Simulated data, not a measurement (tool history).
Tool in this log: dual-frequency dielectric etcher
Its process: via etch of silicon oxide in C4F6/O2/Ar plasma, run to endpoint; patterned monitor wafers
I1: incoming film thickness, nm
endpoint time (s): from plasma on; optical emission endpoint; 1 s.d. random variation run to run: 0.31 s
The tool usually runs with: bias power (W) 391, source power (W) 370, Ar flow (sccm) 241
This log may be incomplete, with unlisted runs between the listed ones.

Run 1, day 0.000: usual settings; I1 168.3. Result: endpoint time (s) 42.7.
Run 2, day 0.967: usual settings; I1 169.2. Result: endpoint time (s) 43.3.
Run 3, day 4.717: usual settings; I1 170.7. Result: endpoint time (s) 42.5.
Run 4, day 6.750: usual settings; I1 169.1. Result: endpoint time (s) 42.5.
Run 5, day 10.933: usual settings; I1 170.3. Result: endpoint time (s) 42.4.
Run 6, day 13.279: usual settings; I1 167.7. Result: endpoint time (s) 41.3.
Run 7, day 15.500: usual settings; I1 167.8. Result: endpoint time (s) 41.7.
Run 8, day 17.292: usual settings but source power (W) 430, Ar flow (sccm) 297; I1 168.9. Result: endpoint time (s) 40.7.
Run 9, day 20.450: usual settings but bias power (W) 320, source power (W) 420, Ar flow (sccm) 260; I1 170.5. Result: endpoint time (s) 43.2.
At day 22.758: Ar flow controller replaced.
At day 22.767: bias power generator calibrated.
Run 10, day 24.017: usual settings but bias power (W) 359, source power (W) 410, Ar flow (sccm) 261; I1 170.3. Result: endpoint time (s) 41.8.
At day 26.967: wet clean of the chamber.
At day 28.204: source power generator calibrated.
Run 11, day 28.350: usual settings but source power (W) 290, Ar flow (sccm) 259; I1 169.1. Result: endpoint time (s) 45.8.
Run 12, day 32.742: usual settings but bias power (W) 315, source power (W) 320; I1 170.9. Result: endpoint time (s) 47.8.
At day 34.229: upper electrode replaced.
Run 13, day 36.983: usual settings; I1 168.8. Result: endpoint time (s) 42.0.
Run 14, day 40.892: usual settings; I1 170.8. Result: endpoint time (s) 42.7.
Run 15, day 43.346: usual settings; I1 168.5. Result: endpoint time (s) 41.8.
Run 16, day 46.600: usual settings but Ar flow (sccm) 224; I1 168.8. Result: endpoint time (s) 41.0.
Run 17, day 49.042: usual settings but bias power (W) 436, source power (W) 410, Ar flow (sccm) 217; I1 167.9. Result: endpoint time (s) 38.1.
Run 18, day 52.412: usual settings; I1 170.1. Result: endpoint time (s) 41.4.
Run 19, day 55.058: usual settings but bias power (W) 320, source power (W) 420, Ar flow (sccm) 260; I1 170.0. Result: endpoint time (s) 42.6.
At day 56.204: wet clean of the chamber.
Run 20, day 57.508: usual settings but bias power (W) 326, source power (W) 330, Ar flow (sccm) 191; I1 169.0. Result: endpoint time (s) 45.7.
Run 21, day 60.346: usual settings; I1 168.7. Result: endpoint time (s) 42.5.
Run 22, day 63.088: usual settings but bias power (W) 364, source power (W) 340, Ar flow (sccm) 193; I1 169.3. Result: endpoint time (s) 43.8.
Run 23, day 64.783: usual settings; I1 168.3. Result: endpoint time (s) 42.1.
Run 24, day 66.892: usual settings but source power (W) 430; I1 167.3. Result: endpoint time (s) 39.2.
Run 25, day 69.775: usual settings but source power (W) 400, Ar flow (sccm) 266; I1 169.1. Result: endpoint time (s) 41.8.
Run 26, day 72.762: usual settings but bias power (W) 359; I1 170.2. Result: endpoint time (s) 43.2.
Run 27, day 79.833: usual settings but bias power (W) 334, source power (W) 400, Ar flow (sccm) 278; I1 168.6. Result: endpoint time (s) 42.7.
At day 82.562: wet clean of the chamber.
Run 28, day 82.583: usual settings but Ar flow (sccm) 225; I1 169.4. Result: endpoint time (s) 42.6.
Run 29, day 84.825: usual settings but source power (W) 320; I1 169.0. Result: endpoint time (s) 44.2.

4 options for the next run, each taken on its own from the tool as it stands now. Forecast them:
Run A, day 84.842: usual settings but source power (W) 280; I1 169.4. Result: endpoint time (s) ?.
Run B, day 84.842: usual settings but bias power (W) 343, Ar flow (sccm) 279; I1 169.4. Result: endpoint time (s) ?.
Run C, day 84.842: usual settings but bias power (W) 455, Ar flow (sccm) 197; I1 169.4. Result: endpoint time (s) ?.
Run D, day 84.842: usual settings but bias power (W) 319, Ar flow (sccm) 298; I1 169.4. Result: endpoint time (s) ?.

run  endpoint time (s)
  A               46.6
  B               45.3
  C               40.1
  D               46.7
Without the tool's hidden state the same runs would have given:
run  endpoint time (s)
  A               46.6
  B               45.3
  C               40.0
  D               46.6
